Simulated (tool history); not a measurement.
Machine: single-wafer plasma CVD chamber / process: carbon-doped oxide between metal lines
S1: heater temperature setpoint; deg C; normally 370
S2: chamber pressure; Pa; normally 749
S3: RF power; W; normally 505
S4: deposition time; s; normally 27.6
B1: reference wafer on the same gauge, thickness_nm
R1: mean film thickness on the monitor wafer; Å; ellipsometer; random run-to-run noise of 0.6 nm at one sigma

run 1 hour=0.0 | S1=370 S2=749 S3=505 S4=27.6 | B1=131.091 | R1=1109.98
-- hour=9.4 thermocouple changed; heater temperature recalibrated
-- hour=29.7 capacitance manometer re-zeroed and calibrated
run 2 hour=32.1 | S1=370 S2=749 S3=505 S4=27.6 | B1=130.896 | R1=1107.68
run 3 hour=53.6 | S1=370 S2=749 S3=505 S4=27.6 | B1=130.964 | R1=1115.35
-- hour=91.3 showerhead replaced
run 4 hour=91.8 | S1=370 S2=749 S3=505 S4=27.6 | B1=130.793 | R1=1109.29
run 5 hour=103.0 | S1=370 S2=749 S3=505 S4=27.6 | B1=131.122 | R1=1109.39
run 6 hour=119.6 | S1=370 S2=749 S3=505 S4=27.6 | B1=130.938 | R1=1119.93
run 7 hour=141.5 | S1=370 S2=749 S3=505 S4=27.6 | B1=131.010 | R1=1103.28
run 8 hour=169.6 | S1=370 S2=668 S3=505 S4=27.6 | B1=131.087 | R1=1079.20
run 9 hour=185.4 | S1=358 S2=920 S3=420 S4=23.1 | B1=130.999 | R1=811.03
run 10 hour=218.3 | S1=381 S2=749 S3=530 S4=27.6 | B1=131.069 | R1=1131.11
-- hour=253.8 RF generator calibrated
run 11 hour=254.3 | S1=382 S2=643 S3=505 S4=24.2 | B1=130.883 | R1=997.34
run 12 hour=284.9 | S1=370 S2=749 S3=505 S4=27.6 | B1=131.368 | R1=1189.88
run 13 hour=304.5 | S1=359 S2=749 S3=565 S4=27.6 | B1=130.893 | R1=1328.21
run 14 hour=324.6 | S1=370 S2=749 S3=505 S4=27.6 | B1=131.088 | R1=1186.76
run 15 hour=354.1 | S1=370 S2=676 S3=505 S4=29.8 | B1=130.808 | R1=1250.06
run 16 hour=383.7 | S1=370 S2=749 S3=505 S4=22.7 | B1=131.058 | R1=967.98
run 17 hour=399.8 | S1=356 S2=749 S3=505 S4=22.6 | B1=131.002 | R1=1003.14
-- hour=409.8 gauge calibrated
run 18 hour=423.3 | S1=370 S2=909 S3=505 S4=27.6 | B1=130.950 | R1=1192.45
run 19 hour=459.0 | S1=370 S2=749 S3=505 S4=27.6 | B1=130.788 | R1=1171.53
run 20 hour=488.8 | S1=359 S2=749 S3=565 S4=27.6 | B1=130.691 | R1=1308.46
run 21 hour=513.6 | S1=370 S2=749 S3=505 S4=27.6 | B1=131.069 | R1=1156.67
run 22 hour=528.5 | S1=370 S2=749 S3=505 S4=27.6 | B1=130.913 | R1=1162.86
run 23 hour=555.0 | S1=370 S2=749 S3=505 S4=27.6 | B1=131.367 | R1=1171.56
run 24 hour=586.9 | S1=370 S2=749 S3=505 S4=30.1 | B1=131.188 | R1=1273.11
run 25 hour=605.8 | S1=370 S2=749 S3=505 S4=27.6 | B1=130.988 | R1=1162.81
run 26 hour=629.3 | S1=356 S2=749 S3=550 S4=27.6 | B1=130.798 | R1=1279.41

Expected results for the next run?
run 27 hour=643.0 | S1=370 S2=749 S3=505 S4=27.6 | B1=? | R1=?

{"run 27": {"B1": 131.153, "R1": 1157.47}}
Without the tool's hidden state the same run would have given R1 1195.27 Å.
